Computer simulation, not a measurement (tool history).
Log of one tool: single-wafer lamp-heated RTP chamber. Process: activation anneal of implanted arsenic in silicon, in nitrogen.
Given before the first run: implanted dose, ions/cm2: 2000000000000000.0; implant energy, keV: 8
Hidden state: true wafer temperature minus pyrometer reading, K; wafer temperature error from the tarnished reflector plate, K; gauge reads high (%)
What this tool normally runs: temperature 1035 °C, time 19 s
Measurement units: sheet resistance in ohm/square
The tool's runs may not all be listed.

run   hour  temperature  time  wafers since the last listed run  wafers since the last pyrometer calibration  wafers since the reflector plate was cleaned  hours since the gauge calibration  read-back reference wafer on the same gauge, sheet resistance  sheet resistance
  1    0.0         1035    19                                 0                                         3118                                          2354                              249.1                                                          99.12             97.17
  2    7.1         1035    19                               148                                         3266                                          2502                              256.2                                                          99.24             96.46
  3   19.4         1055    19                               256                                         3523                                          2759                              268.5                                                          99.23             83.93
  4   31.4         1055    19                               250                                         3774                                          3009                              280.5                                                          99.25             83.56
  5   47.6         1051    12                               338                                         4112                                          3348                              296.7                                                          99.25             97.67
  6   64.9         1035    19                               361                                         4473                                          3709                              314.0                                                          99.17             96.52
  7   72.9         1035    19                               167                                         4640                                          3876                              322.0                                                          99.34             96.24
  8   87.5         1035    24                               304                                         4945                                          4181                              336.6                                                          99.22             89.93
  9  104.1         1035    24                               346                                         5292                                          4528                              353.2                                                          99.16             91.16
 10  113.1         1035    19                               187                                         5480                                          4716                              362.2                                                          99.15             95.44
 11  127.9         1035    19                               309                                         5789                                          5025                              377.0                                                          99.25             96.19
 12  134.1         1035    19                               129                                         5918                                          5154                              383.2                                                          99.10             96.09
 13  142.6         1035    19                               177                                         6096                                          5332                              391.7                                                          99.14             96.01
 14  155.7         1035    19                               273                                         6370                                          5605                              404.8                                                          99.19             95.89
 15  170.9         1035    19                               317                                         6687                                          5923                              420.0                                                          99.37             95.51
 16  178.4         1035    19                               156                                         6844                                          6079                              427.5                                                          99.24             95.15
     187.9  -- pyrometer window cleaned and pyrometer calibrated
 17  189.4         1049    14                                62                                           30                                          6142                              438.5                                                          99.17             93.90
     198.2  -- reflector plate cleaned
 18  198.7         1035    19                                27                                           57                                            10                              447.8                                                          99.31             96.50
 19  214.0         1064    23                               319                                          377                                           329                              463.1                                                          99.14             74.81
 20  220.5         1016    27                               135                                          513                                           465                              469.6                                                          99.21            101.52
 21  229.9         1035    19                               196                                          709                                           662                              479.0                                                          99.28             96.48
     233.9  -- gauge calibrated
 22  242.1         1020    15                               254                                          964                                           916                                8.2                                                          99.16            115.89
 23  251.2         1045    15                               190                                         1154                                          1106                               17.3                                                          99.30             96.30
 24  261.2         1024    23                               208                                         1363                                          1315                               27.3                                                          99.42             99.88
 25  273.9         1017    12                               265                                         1628                                          1580                               40.0                                                          99.22            125.33
 26  286.7         1046    15                               267                                         1895                                          1848                               52.8                                                          99.11             94.50
 27  298.8         1059    19                               252                                         2148                                          2100                               64.9                                                          99.40             81.49
 28  314.6         1035    19                               329                                         2478                                          2430                               80.7                                                          99.21             96.27
 29  323.7         1058    11                               190                                         2668                                          2620                               89.8                                                          99.22             94.83
 30  334.9         1050    23                               233                                         2902                                          2854                              101.0                                                          99.26             82.88
 31  341.3         1035    19                               133                                         3035                                          2988                              107.4                                                          99.33             96.13
 32  358.6         1046    14                               361                                         3397                                          3349                              124.7                                                          99.36             96.14
 33  371.5         1021    26                               269                                         3666                                          3619                              137.6                                                          99.24             98.27
 34  379.3         1035    11                               162                                         3829                                          3782                              145.4                                                          99.22            111.55
 35  389.3         1007    11                               208                                         4038                                          3990                              155.4                                                          99.25            137.11
 36  400.1         1015    19                               225                                         4263                                          4216                              166.2                                                          99.00            111.40

Below are 5 alternative next runs, each starting from the tool's condition after run 36. Predict each:
  A  400.5         1035    28                                 8                                         4272                                          4224                              166.6                                                              ?                 ?
  B  400.5         1059    14                                 8                                         4272                                          4224                              166.6                                                              ?                 ?
  C  400.5         1035     9                                 8                                         4272                                          4224                              166.6                                                              ?                 ?
  D  400.5         1050    19                                 8                                         4272                                          4224                              166.6                                                              ?                 ?
  E  400.5         1007    12                                 8                                         4272                                          4224                              166.6                                                              ?                 ?

run  read-back reference wafer on the same gauge, sheet resistance  sheet resistance
  A                                                          99.08             87.13
  B                                                          99.08             88.75
  C                                                          99.08            118.45
  D                                                          99.08             87.01
  E                                                          99.08            134.56
Take away the tool's hidden state, keep each run's random variation, and the runs would have read:
run  sheet resistance
  A             88.16
  B             89.74
  C            119.84
  D             88.01
  E            136.08

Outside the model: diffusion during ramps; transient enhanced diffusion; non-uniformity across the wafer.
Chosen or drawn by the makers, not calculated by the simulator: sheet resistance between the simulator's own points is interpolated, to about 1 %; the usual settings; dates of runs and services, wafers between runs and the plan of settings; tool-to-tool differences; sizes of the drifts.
